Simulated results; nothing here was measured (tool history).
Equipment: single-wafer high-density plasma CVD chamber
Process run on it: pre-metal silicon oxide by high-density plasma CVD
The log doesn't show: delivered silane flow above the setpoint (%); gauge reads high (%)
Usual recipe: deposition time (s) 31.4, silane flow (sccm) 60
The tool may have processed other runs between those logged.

| run | hour | deposition time (s) | silane flow (sccm) | wafers since the last listed run | hours since the silane flow controller was replaced | hours since the gauge calibration | read-back reference wafer on the same gauge, thickness_nm | mean film thickness on the monitor wafer (angstrom) |
|---|---|---|---|---|---|---|---|---|
| 1 | 0 | 31.4 | 60 | 0 | 4230.2 | 68 | 174.902 | 1881.96 |
| 2 | 12.2 | 31.4 | 60 | 250 | 4242.4 | 80.2 | 174.898 | 1885.33 |
| 3 | 22.4 | 31.4 | 60 | 209 | 4252.6 | 90.4 | 175.033 | 1882.27 |
| 4 | 35.3 | 35 | 60 | 265 | 4265.5 | 103.3 | 175.082 | 2096.84 |
| 5 | 50.5 | 35 | 60 | 312 | 4280.7 | 118.5 | 175.105 | 2093.86 |
| 6 | 59.1 | 35 | 60 | 176 | 4289.3 | 127.1 | 175.105 | 2100.31 |
| 7 | 70.5 | 29 | 60 | 234 | 4300.7 | 138.5 | 175.179 | 1739.71 |
| 8 | 87.3 | 29 | 60 | 345 | 4317.5 | 155.3 | 175.142 | 1739.62 |
| 9 | 104.4 | 33.1 | 60 | 351 | 4334.6 | 172.4 | 175.233 | 1986.01 |
| 10 | 119.2 | 31.4 | 60 | 304 | 4349.4 | 187.2 | 175.215 | 1890.93 |
|  | 130.4 | silane flow controller replaced |
| 11 | 130.9 | 37.2 | 65 | 76 | 0.5 | 198.9 | 175.218 | 2409.27 |
|  | 138.4 | gauge calibrated |
| 12 | 140.4 | 31.4 | 60 | 195 | 10 | 2 | 173.871 | 1873.18 |
| 13 | 153.1 | 34.5 | 50 | 261 | 22.7 | 14.7 | 174.078 | 1732.95 |
| 14 | 163.6 | 26.5 | 60 | 215 | 33.2 | 25.2 | 174.229 | 1580.53 |
| 15 | 178.9 | 37 | 55 | 314 | 48.5 | 40.5 | 174.392 | 2038.25 |
| 16 | 194.6 | 28.8 | 49 | 322 | 64.2 | 56.2 | 174.691 | 1423.25 |
| 17 | 203 | 31.4 | 60 | 172 | 72.6 | 64.6 | 174.723 | 1881.04 |
| 18 | 219.7 | 29.4 | 65 | 343 | 89.3 | 81.3 | 174.827 | 1900.8 |
| 19 | 237.2 | 35.7 | 54 | 359 | 106.8 | 98.8 | 174.929 | 1934.11 |
| 20 | 246.6 | 27.7 | 53 | 193 | 116.2 | 108.2 | 174.955 | 1477.63 |

What if the next run were any one of these 4? Each begins from the tool's condition after run 20:
| A | 247 | 27.2 | 60 | 8 | 116.6 | 108.6 | ? | ? |
| B | 247 | 29.5 | 53 | 8 | 116.6 | 108.6 | ? | ? |
| C | 247 | 36.2 | 67 | 8 | 116.6 | 108.6 | ? | ? |
| D | 247 | 27.4 | 56 | 8 | 116.6 | 108.6 | ? | ? |

| run | read-back reference wafer on the same gauge, thickness_nm | mean film thickness on the monitor wafer (angstrom) |
|---|---|---|
| A | 175.051 | 1634.12 |
| B | 175.051 | 1576.35 |
| C | 175.051 | 2415.28 |
| D | 175.051 | 1542.13 |
With no hidden state in the tool, these same runs would have given:
| run | mean film thickness on the monitor wafer (angstrom) |
|---|---|
| A | 1625.19 |
| B | 1567.74 |
| C | 2402.08 |
| D | 1533.71 |
